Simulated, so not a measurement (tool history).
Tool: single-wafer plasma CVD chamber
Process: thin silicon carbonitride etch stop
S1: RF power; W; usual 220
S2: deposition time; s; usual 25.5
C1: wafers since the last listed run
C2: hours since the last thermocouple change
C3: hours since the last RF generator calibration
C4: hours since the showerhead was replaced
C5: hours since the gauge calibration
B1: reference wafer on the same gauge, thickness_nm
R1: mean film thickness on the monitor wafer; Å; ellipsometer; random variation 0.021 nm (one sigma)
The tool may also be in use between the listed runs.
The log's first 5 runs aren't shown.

run	day	S1	S2	C1	C2	C3	C4	C5	B1	R1
6	4.496	220	25.5	257	1389.5	1999.9	5064.9	48.5	14.698	135.65
7	4.775	220	25.5	100	1396.2	2006.6	5071.6	55.2	14.696	135.69
8	5.117	220	25.5	122	1404.4	2014.8	5079.8	63.4	14.703	135.37
9	5.717	250	25.5	215	1418.8	2029.2	5094.2	77.8	14.691	142.10
10	6.038	250	25.5	115	1426.5	2036.9	5101.9	85.5	14.703	142.02
11	6.550	250	22.7	184	1438.8	2049.2	5114.2	97.8	14.694	126.66
12	6.879	250	22.7	118	1446.7	2057.1	5122.1	105.7	14.691	126.58
13	7.275	250	22.7	142	1456.2	2066.6	5131.6	115.2	14.698	126.61
14	7.671	220	23.5	142	1465.7	2076.1	5141.1	124.7	14.700	124.64
# day 8.100: thermocouple changed; heater temperature recalibrated
15	8.129	220	23.5	44	0.7	2087.1	5152.1	135.7	14.700	124.69
16	8.567	245	24.1	157	11.2	2097.6	5162.6	146.2	14.703	133.49
# day 9.008: showerhead replaced
# day 9.325: RF generator calibrated
17	9.346	200	28.1	47	29.9	0.5	8.1	164.9	14.697	147.99
18	9.683	235	30.4	121	38.0	8.6	16.2	173.0	14.705	171.01
19	10.117	180	23.5	155	48.4	19.0	26.6	183.4	14.690	118.52
# day 10.554: gauge calibrated
20	10.788	210	25.5	241	64.5	35.1	42.7	5.6	14.690	137.07
21	11.208	255	22.9	151	74.6	45.2	52.8	15.7	14.692	132.19
22	11.496	245	27.2	103	81.5	52.1	59.7	22.6	14.708	154.73
23	11.754	195	25.5	92	87.7	58.3	65.9	28.8	14.688	132.91
24	12.192	185	22.2	157	98.2	68.8	76.4	39.3	14.694	113.15

The next listed run, before its measurement:
25	12.738	220	25.5	196	111.3	81.9	89.5	52.4	?	?

Run 25 gave B1 14.685, R1 139.41 Å.
Without the tool's hidden state the same run would have given R1 140.34 Å.
